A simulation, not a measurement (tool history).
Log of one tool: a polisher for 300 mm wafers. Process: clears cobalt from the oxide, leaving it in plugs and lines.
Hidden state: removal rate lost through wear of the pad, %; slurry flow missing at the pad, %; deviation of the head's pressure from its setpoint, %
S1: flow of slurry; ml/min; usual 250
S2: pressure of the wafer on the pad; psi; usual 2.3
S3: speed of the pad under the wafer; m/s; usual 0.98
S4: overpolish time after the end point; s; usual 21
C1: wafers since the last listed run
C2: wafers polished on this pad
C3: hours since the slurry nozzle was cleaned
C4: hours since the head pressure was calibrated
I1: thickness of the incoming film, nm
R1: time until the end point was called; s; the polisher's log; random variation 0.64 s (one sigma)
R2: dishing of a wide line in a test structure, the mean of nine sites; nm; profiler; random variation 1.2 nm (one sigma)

{"run": 1, "hour": 0.0, "S1": 250, "S2": 2.3, "S3": 0.98, "S4": 21, "C1": 0, "C2": 241, "C3": 464, "C4": 904, "I1": 219.9, "R1": 39.9, "R2": 64.1}
{"run": 2, "hour": 36.0, "S1": 250, "S2": 2.3, "S3": 0.98, "S4": 21, "C1": 201, "C2": 443, "C3": 500, "C4": 940, "I1": 217.9, "R1": 39.1, "R2": 64.2}
{"run": 3, "hour": 65.9, "S1": 250, "S2": 2.3, "S3": 0.98, "S4": 21, "C1": 167, "C2": 610, "C3": 529.9, "C4": 969.9, "I1": 220.8, "R1": 42.2, "R2": 62.5}
{"run": 4, "hour": 81.1, "S1": 250, "S2": 2.3, "S3": 0.98, "S4": 21, "C1": 85, "C2": 695, "C3": 545.1, "C4": 985.1, "I1": 217.7, "R1": 40.5, "R2": 60.6}
{"run": 5, "hour": 109.7, "S1": 250, "S2": 2.3, "S3": 0.98, "S4": 21, "C1": 160, "C2": 855, "C3": 573.7, "C4": 1013.7, "I1": 218.8, "R1": 41.5, "R2": 60.6}
{"run": 6, "hour": 139.0, "S1": 250, "S2": 2.3, "S3": 0.98, "S4": 21, "C1": 164, "C2": 1019, "C3": 603, "C4": 1043, "I1": 222.8, "R1": 42.9, "R2": 58.3}
{"hour": 158.8, "done": "worn pad replaced by a new one"}
{"hour": 168.3, "done": "head pressure recalibrated"}
{"run": 7, "hour": 171.4, "S1": 250, "S2": 2.3, "S3": 0.98, "S4": 21, "C1": 147, "C2": 59, "C3": 635.4, "C4": 3.1, "I1": 218.3, "R1": 37.8, "R2": 64.7}
{"run": 8, "hour": 198.8, "S1": 250, "S2": 3, "S3": 0.84, "S4": 11, "C1": 153, "C2": 212, "C3": 662.8, "C4": 30.5, "I1": 222.2, "R1": 37.5, "R2": 47.7}
{"hour": 201.7, "done": "slurry nozzle cleaned"}
{"run": 9, "hour": 296.4, "S1": 330, "S2": 1.8, "S3": 0.8, "S4": 21, "C1": 540, "C2": 753, "C3": 94.7, "C4": 128.1, "I1": 223.2, "R1": 61.8, "R2": 49.5}
{"run": 10, "hour": 331.1, "S1": 290, "S2": 2.3, "S3": 1.14, "S4": 8, "C1": 194, "C2": 947, "C3": 129.4, "C4": 162.8, "I1": 219.8, "R1": 34.5, "R2": 37.3}
{"run": 11, "hour": 363.2, "S1": 190, "S2": 2.8, "S3": 0.98, "S4": 21, "C1": 179, "C2": 1127, "C3": 161.5, "C4": 194.9, "I1": 221, "R1": 38.7, "R2": 64.3}
{"run": 12, "hour": 378.8, "S1": 175, "S2": 1.7, "S3": 1.22, "S4": 21, "C1": 87, "C2": 1214, "C3": 177.1, "C4": 210.5, "I1": 219.6, "R1": 44.9, "R2": 56.8}
{"hour": 407.6, "done": "worn pad replaced by a new one"}
{"run": 13, "hour": 408.1, "S1": 250, "S2": 2.3, "S3": 0.98, "S4": 21, "C1": 141, "C2": 3, "C3": 206.4, "C4": 239.8, "I1": 224.7, "R1": 38, "R2": 64.4}
{"run": 14, "hour": 420.9, "S1": 295, "S2": 1.5, "S3": 0.98, "S4": 21, "C1": 71, "C2": 74, "C3": 219.2, "C4": 252.6, "I1": 217.2, "R1": 52.7, "R2": 53.3}
{"run": 15, "hour": 443.8, "S1": 250, "S2": 2.3, "S3": 0.98, "S4": 8, "C1": 128, "C2": 202, "C3": 242.1, "C4": 275.5, "I1": 222.7, "R1": 40.7, "R2": 34.3}

The same runs without the tool's hidden state, with the same run-to-run variation:
run=1 R1=37.6 R2=65.8
run=2 R1=35.8 R2=66.7
run=3 R1=38 R2=65.4
run=4 R1=36.3 R2=63.6
run=5 R1=36.9 R2=63.8
run=6 R1=37.9 R2=61.6
run=7 R1=36.9 R2=65.3
run=8 R1=35.4 R2=49.4
run=9 R1=55.1 R2=52.9
run=10 R1=30.5 R2=40.7
run=11 R1=34 R2=67.5
run=12 R1=39.4 R2=60.4
run=13 R1=37.5 R2=64.7
run=14 R1=50.9 R2=54.3
run=15 R1=38.2 R2=35.9

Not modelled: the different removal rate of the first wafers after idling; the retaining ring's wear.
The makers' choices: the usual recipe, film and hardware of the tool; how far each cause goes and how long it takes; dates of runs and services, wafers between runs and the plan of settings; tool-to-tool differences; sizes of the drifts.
